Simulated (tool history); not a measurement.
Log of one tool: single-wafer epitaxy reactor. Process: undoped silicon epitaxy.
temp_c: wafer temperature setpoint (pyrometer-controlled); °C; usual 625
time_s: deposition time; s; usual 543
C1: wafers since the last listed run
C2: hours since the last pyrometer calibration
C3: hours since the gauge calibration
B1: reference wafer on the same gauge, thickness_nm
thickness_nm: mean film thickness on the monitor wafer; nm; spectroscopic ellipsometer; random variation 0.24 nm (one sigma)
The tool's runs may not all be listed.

{"run": 1, "hour": 0.0, "temp_c": 625, "time_s": 543, "C1": 0, "C2": 1980.8, "C3": 114.4, "B1": 50.193, "thickness_nm": 53.451}
{"run": 2, "hour": 6.7, "temp_c": 625, "time_s": 543, "C1": 28, "C2": 1987.5, "C3": 121.1, "B1": 50.23, "thickness_nm": 53.056}
{"run": 3, "hour": 22.9, "temp_c": 625, "time_s": 543, "C1": 67, "C2": 2003.7, "C3": 137.3, "B1": 50.238, "thickness_nm": 53.433}
{"run": 4, "hour": 39.7, "temp_c": 625, "time_s": 543, "C1": 70, "C2": 2020.5, "C3": 154.1, "B1": 50.228, "thickness_nm": 53.701}
{"run": 5, "hour": 53.5, "temp_c": 625, "time_s": 543, "C1": 57, "C2": 2034.3, "C3": 167.9, "B1": 50.194, "thickness_nm": 53.304}
{"run": 6, "hour": 67.5, "temp_c": 625, "time_s": 543, "C1": 58, "C2": 2048.3, "C3": 181.9, "B1": 50.087, "thickness_nm": 53.817}
{"run": 7, "hour": 82.1, "temp_c": 625, "time_s": 577, "C1": 61, "C2": 2062.9, "C3": 196.5, "B1": 50.179, "thickness_nm": 57.145}
{"run": 8, "hour": 88.8, "temp_c": 625, "time_s": 584, "C1": 28, "C2": 2069.6, "C3": 203.2, "B1": 50.175, "thickness_nm": 57.552}
{"run": 9, "hour": 103.3, "temp_c": 625, "time_s": 584, "C1": 60, "C2": 2084.1, "C3": 217.7, "B1": 50.225, "thickness_nm": 57.473}
{"run": 10, "hour": 119.1, "temp_c": 625, "time_s": 584, "C1": 66, "C2": 2099.9, "C3": 233.5, "B1": 50.201, "thickness_nm": 57.791}
{"run": 11, "hour": 132.8, "temp_c": 621, "time_s": 543, "C1": 57, "C2": 2113.6, "C3": 247.2, "B1": 50.227, "thickness_nm": 48.454}
{"run": 12, "hour": 149.2, "temp_c": 625, "time_s": 543, "C1": 68, "C2": 2130, "C3": 263.6, "B1": 50.255, "thickness_nm": 53.968}
{"run": 13, "hour": 157.5, "temp_c": 625, "time_s": 543, "C1": 34, "C2": 2138.3, "C3": 271.9, "B1": 50.145, "thickness_nm": 53.759}
{"run": 14, "hour": 174.7, "temp_c": 625, "time_s": 543, "C1": 71, "C2": 2155.5, "C3": 289.1, "B1": 50.138, "thickness_nm": 53.839}
{"run": 15, "hour": 192.9, "temp_c": 625, "time_s": 543, "C1": 76, "C2": 2173.7, "C3": 307.3, "B1": 50.147, "thickness_nm": 54.209}
{"run": 16, "hour": 205.7, "temp_c": 619, "time_s": 543, "C1": 53, "C2": 2186.5, "C3": 320.1, "B1": 50.223, "thickness_nm": 46.152}
{"run": 17, "hour": 214.2, "temp_c": 625, "time_s": 543, "C1": 35, "C2": 2195, "C3": 328.6, "B1": 50.193, "thickness_nm": 54.478}
{"hour": 223.7, "done": "gauge calibrated"}
{"run": 18, "hour": 226.4, "temp_c": 625, "time_s": 543, "C1": 51, "C2": 2207.2, "C3": 2.7, "B1": 50.233, "thickness_nm": 54.253}
{"run": 19, "hour": 233.6, "temp_c": 611, "time_s": 454, "C1": 30, "C2": 2214.4, "C3": 9.9, "B1": 50.267, "thickness_nm": 31.53}
{"run": 20, "hour": 250.0, "temp_c": 637, "time_s": 646, "C1": 68, "C2": 2230.8, "C3": 26.3, "B1": 50.218, "thickness_nm": 88.503}
{"run": 21, "hour": 266.4, "temp_c": 612, "time_s": 581, "C1": 68, "C2": 2247.2, "C3": 42.7, "B1": 50.224, "thickness_nm": 40.996}
{"run": 22, "hour": 279.5, "temp_c": 635, "time_s": 473, "C1": 54, "C2": 2260.3, "C3": 55.8, "B1": 50.277, "thickness_nm": 61.669}
{"run": 23, "hour": 295.9, "temp_c": 625, "time_s": 543, "C1": 68, "C2": 2276.7, "C3": 72.2, "B1": 50.208, "thickness_nm": 54.503}
{"run": 24, "hour": 311.0, "temp_c": 617, "time_s": 543, "C1": 63, "C2": 2291.8, "C3": 87.3, "B1": 50.296, "thickness_nm": 44.5}
{"hour": 325.8, "done": "pyrometer calibrated"}
{"run": 25, "hour": 326.3, "temp_c": 625, "time_s": 543, "C1": 30, "C2": 0.5, "C3": 102.6, "B1": 50.16, "thickness_nm": 48.203}
{"run": 26, "hour": 337.7, "temp_c": 625, "time_s": 584, "C1": 47, "C2": 11.9, "C3": 114, "B1": 50.187, "thickness_nm": 51.36}
{"run": 27, "hour": 347.7, "temp_c": 630, "time_s": 644, "C1": 41, "C2": 21.9, "C3": 124, "B1": 50.213, "thickness_nm": 64.319}
{"run": 28, "hour": 357.9, "temp_c": 625, "time_s": 543, "C1": 42, "C2": 32.1, "C3": 134.2, "B1": 50.217, "thickness_nm": 47.585}
{"run": 29, "hour": 370.6, "temp_c": 620, "time_s": 643, "C1": 53, "C2": 44.8, "C3": 146.9, "B1": 50.21, "thickness_nm": 49.745}
{"run": 30, "hour": 388.0, "temp_c": 620, "time_s": 457, "C1": 72, "C2": 62.2, "C3": 164.3, "B1": 50.26, "thickness_nm": 35.452}
{"run": 31, "hour": 398.6, "temp_c": 633, "time_s": 475, "C1": 44, "C2": 72.8, "C3": 174.9, "B1": 50.239, "thickness_nm": 51.587}
{"run": 32, "hour": 409.2, "temp_c": 632, "time_s": 514, "C1": 44, "C2": 83.4, "C3": 185.5, "B1": 50.271, "thickness_nm": 54.367}
{"run": 33, "hour": 417.7, "temp_c": 625, "time_s": 543, "C1": 35, "C2": 91.9, "C3": 194, "B1": 50.189, "thickness_nm": 47.849}
{"run": 34, "hour": 429.1, "temp_c": 625, "time_s": 502, "C1": 47, "C2": 103.3, "C3": 205.4, "B1": 50.261, "thickness_nm": 43.978}
{"run": 35, "hour": 441.3, "temp_c": 632, "time_s": 543, "C1": 51, "C2": 115.5, "C3": 217.6, "B1": 50.231, "thickness_nm": 57.038}

4 ways to go on from here, each from the tool as it stands after run 35. What would each give?
{"run": "A", "hour": 441.9, "temp_c": 611, "time_s": 543, "C1": 2, "C2": 116.1, "C3": 218.2, "B1": "?", "thickness_nm": "?"}
{"run": "B", "hour": 441.9, "temp_c": 637, "time_s": 446, "C1": 2, "C2": 116.1, "C3": 218.2, "B1": "?", "thickness_nm": "?"}
{"run": "C", "hour": 441.9, "temp_c": 613, "time_s": 469, "C1": 2, "C2": 116.1, "C3": 218.2, "B1": "?", "thickness_nm": "?"}
{"run": "D", "hour": 441.9, "temp_c": 625, "time_s": 499, "C1": 2, "C2": 116.1, "C3": 218.2, "B1": "?", "thickness_nm": "?"}

run=A B1=50.189 thickness_nm=32.555
run=B B1=50.189 thickness_nm=53.052
run=C B1=50.189 thickness_nm=29.688
run=D B1=50.189 thickness_nm=43.509
Without the tool's hidden state the same runs would have given:
run=A thickness_nm=33.049
run=B thickness_nm=53.805
run=C thickness_nm=30.136
run=D thickness_nm=44.145
